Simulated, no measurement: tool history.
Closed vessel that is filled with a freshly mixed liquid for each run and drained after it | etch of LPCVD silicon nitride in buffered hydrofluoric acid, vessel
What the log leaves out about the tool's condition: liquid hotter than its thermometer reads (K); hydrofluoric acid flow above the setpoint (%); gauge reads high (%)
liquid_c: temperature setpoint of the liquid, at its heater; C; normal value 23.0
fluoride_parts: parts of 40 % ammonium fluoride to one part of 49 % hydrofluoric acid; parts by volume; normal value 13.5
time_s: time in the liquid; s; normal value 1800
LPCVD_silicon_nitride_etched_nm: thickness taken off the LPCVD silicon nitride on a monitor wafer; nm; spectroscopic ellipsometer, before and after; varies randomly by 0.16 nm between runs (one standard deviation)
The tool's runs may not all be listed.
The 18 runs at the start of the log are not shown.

| run | hour | liquid_c | fluoride_parts | time_s | wafers since the last listed run | hours since the thermometer was replaced | hours since the hydrofluoric acid flow meter was replaced | hours since the gauge calibration | read-back film thickness of the LPCVD silicon nitride reference wafer, read on the same gauge (nm) | LPCVD_silicon_nitride_etched_nm |
|---|---|---|---|---|---|---|---|---|---|---|
| 19 | 911.1 | 25.5 | 16.0 | 1800 | 1827 | 1636.1 | 2524.8 | 1350.8 | 119.99 | 18.97 |
| 20 | 975.4 | 25.0 | 18.0 | 1255 | 3227 | 1700.4 | 2589.1 | 1415.1 | 119.99 | 11.42 |
| 21 | 1039.5 | 23.0 | 13.5 | 1800 | 3217 | 1764.5 | 2653.2 | 1479.2 | 120.01 | 19.55 |
|  | 1045.9 | hydrofluoric acid flow meter replaced |
| 22 | 1106.4 | 23.0 | 10.5 | 1800 | 3308 | 1831.4 | 60.5 | 1546.1 | 120.00 | 25.55 |
|  | 1122.0 | thermometer replaced |
| 23 | 1165.6 | 23.0 | 17.5 | 1800 | 2921 | 43.6 | 119.7 | 1605.3 | 119.99 | 14.71 |
|  | 1195.4 | gauge calibrated |
| 24 | 1216.2 | 20.5 | 10.5 | 1455 | 2540 | 94.2 | 170.3 | 20.8 | 120.00 | 16.80 |
| 25 | 1243.7 | 23.0 | 13.5 | 1800 | 1380 | 121.7 | 197.8 | 48.3 | 119.99 | 19.06 |
| 26 | 1292.7 | 23.0 | 13.5 | 1800 | 2459 | 170.7 | 246.8 | 97.3 | 120.00 | 19.36 |
| 27 | 1357.9 | 23.0 | 13.5 | 1305 | 3273 | 235.9 | 312.0 | 162.5 | 119.98 | 13.71 |
| 28 | 1494.1 | 23.0 | 11.5 | 1800 | 6837 | 372.1 | 448.2 | 298.7 | 120.01 | 22.09 |
| 29 | 1562.6 | 23.0 | 8.0 | 1800 | 3438 | 440.6 | 516.7 | 367.2 | 120.01 | 31.10 |
| 30 | 1614.1 | 19.5 | 15.5 | 1325 | 2585 | 492.1 | 568.2 | 418.7 | 120.00 | 10.08 |
| 31 | 1649.2 | 25.0 | 13.5 | 2255 | 1762 | 527.2 | 603.3 | 453.8 | 119.99 | 26.69 |

5 ways to go on from here, each from the tool as it stands after run 31. What would each give?
| A | 1650.4 | 23.0 | 13.5 | 1800 | 60 | 528.4 | 604.5 | 455.0 | ? | ? |
| B | 1650.4 | 28.0 | 9.0 | 1060 | 60 | 528.4 | 604.5 | 455.0 | ? | ? |
| C | 1650.4 | 26.5 | 9.5 | 1800 | 60 | 528.4 | 604.5 | 455.0 | ? | ? |
| D | 1650.4 | 26.0 | 16.0 | 1800 | 60 | 528.4 | 604.5 | 455.0 | ? | ? |
| E | 1650.4 | 27.0 | 11.0 | 1800 | 60 | 528.4 | 604.5 | 455.0 | ? | ? |

| run | read-back film thickness of the LPCVD silicon nitride reference wafer, read on the same gauge (nm) | LPCVD_silicon_nitride_etched_nm |
|---|---|---|
| A | 120.01 | 18.94 |
| B | 120.01 | 20.92 |
| C | 120.01 | 31.70 |
| D | 120.01 | 18.87 |
| E | 120.01 | 28.73 |
The same runs, with their run-to-run variation unchanged, on a tool lacking any hidden condition would have given:
| run | LPCVD_silicon_nitride_etched_nm |
|---|---|
| A | 18.64 |
| B | 20.60 |
| C | 31.21 |
| D | 18.58 |
| E | 28.29 |

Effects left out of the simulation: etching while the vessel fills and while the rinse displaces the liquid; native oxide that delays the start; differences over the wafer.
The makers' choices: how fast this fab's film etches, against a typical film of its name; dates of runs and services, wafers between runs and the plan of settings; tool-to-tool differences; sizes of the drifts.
